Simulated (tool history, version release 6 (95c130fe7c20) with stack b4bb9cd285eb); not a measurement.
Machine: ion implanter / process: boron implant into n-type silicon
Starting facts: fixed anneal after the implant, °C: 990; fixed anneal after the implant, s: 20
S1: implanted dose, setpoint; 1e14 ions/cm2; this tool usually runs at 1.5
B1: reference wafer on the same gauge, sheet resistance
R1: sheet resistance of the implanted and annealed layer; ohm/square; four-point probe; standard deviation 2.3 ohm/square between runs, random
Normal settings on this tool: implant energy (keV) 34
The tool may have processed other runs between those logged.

Run 1, hour 0: usual settings but S1 1.66 1e14 ions/cm2, implant energy (keV) 28; B1 562.95. Result: R1 548.7 ohm/square.
Run 2, hour 103.8: usual settings but S1 1.66 1e14 ions/cm2, implant energy (keV) 28; B1 563.47. Result: R1 544.94 ohm/square.
Run 3, hour 208.4: usual settings but S1 1.66 1e14 ions/cm2, implant energy (keV) 28; B1 563.34. Result: R1 546.34 ohm/square.
At hour 289: gauge calibrated.
Run 4, hour 310.2: usual settings; B1 563.02. Result: R1 568.71 ohm/square.
Run 5, hour 349.8: usual settings; B1 563.53. Result: R1 569.84 ohm/square.
Run 6, hour 422: usual settings but implant energy (keV) 43; B1 562.92. Result: R1 545.37 ohm/square.
Run 7, hour 462.3: usual settings but implant energy (keV) 43; B1 563.11. Result: R1 543.85 ohm/square.
Run 8, hour 524.9: usual settings but implant energy (keV) 43; B1 563.26. Result: R1 541.67 ohm/square.
Run 9, hour 612.7: usual settings but S1 1.32 1e14 ions/cm2; B1 562.77. Result: R1 617.02 ohm/square.
Run 10, hour 717.9: usual settings but S1 1.79 1e14 ions/cm2, implant energy (keV) 40.5; B1 562.57. Result: R1 482.54 ohm/square.
At hour 757.6: extraction supply calibrated.
Run 11, hour 789.1: usual settings but S1 1.78 1e14 ions/cm2, implant energy (keV) 38; B1 563.4. Result: R1 488.5 ohm/square.
At hour 857.8: Faraday cup replaced and dose calibrated.
Run 12, hour 858.3: usual settings; B1 563. Result: R1 603.42 ohm/square.
Run 13, hour 893.1: usual settings but S1 1.18 1e14 ions/cm2, implant energy (keV) 23.5; B1 563.17. Result: R1 765.17 ohm/square.
Run 14, hour 947.7: usual settings; B1 563.42. Result: R1 603.03 ohm/square.
Run 15, hour 1041.1: usual settings but implant energy (keV) 44; B1 563.69. Result: R1 574.38 ohm/square.
At hour 1043.9: gauge calibrated.
At hour 1085.7: Faraday cup replaced and dose calibrated, repeated, since the last time left the tool worse.
Run 16, hour 1150.1: usual settings but S1 1.75 1e14 ions/cm2, implant energy (keV) 22; B1 563.4. Result: R1 551.94 ohm/square.
Run 17, hour 1255.6: usual settings but S1 1.83 1e14 ions/cm2, implant energy (keV) 22; B1 563.04. Result: R1 532.5 ohm/square.
Run 18, hour 1349.2: usual settings but S1 1.77 1e14 ions/cm2, implant energy (keV) 27; B1 563.19. Result: R1 531.1 ohm/square.
Run 19, hour 1416: usual settings but S1 1.77 1e14 ions/cm2, implant energy (keV) 27; B1 562.71. Result: R1 530.73 ohm/square.

Some steps in R1 between neighbouring runs. How much of each would the tool show without its hidden state too (settings, what came in, random variation), and how much is left for the hidden state, with any gauge scatter that isn't in both results?
Hidden conditions of the tool in this case: deviation of the true dose from the Faraday cup's reading, %; deviation of the true energy from its setpoint, %; gauge reads high (%).
Run 11 -> 12: S1 1.78 -> 1.5, implant energy (keV) 38 -> 34, Faraday cup replaced and dose calibrated. R1 +114.92 ohm/square: hidden state +40.07, all else +74.85.
Run 13 -> 14: S1 1.18 -> 1.5, implant energy (keV) 23.5 -> 34. R1 -162.14 ohm/square: hidden state -8.72, all else -153.42.
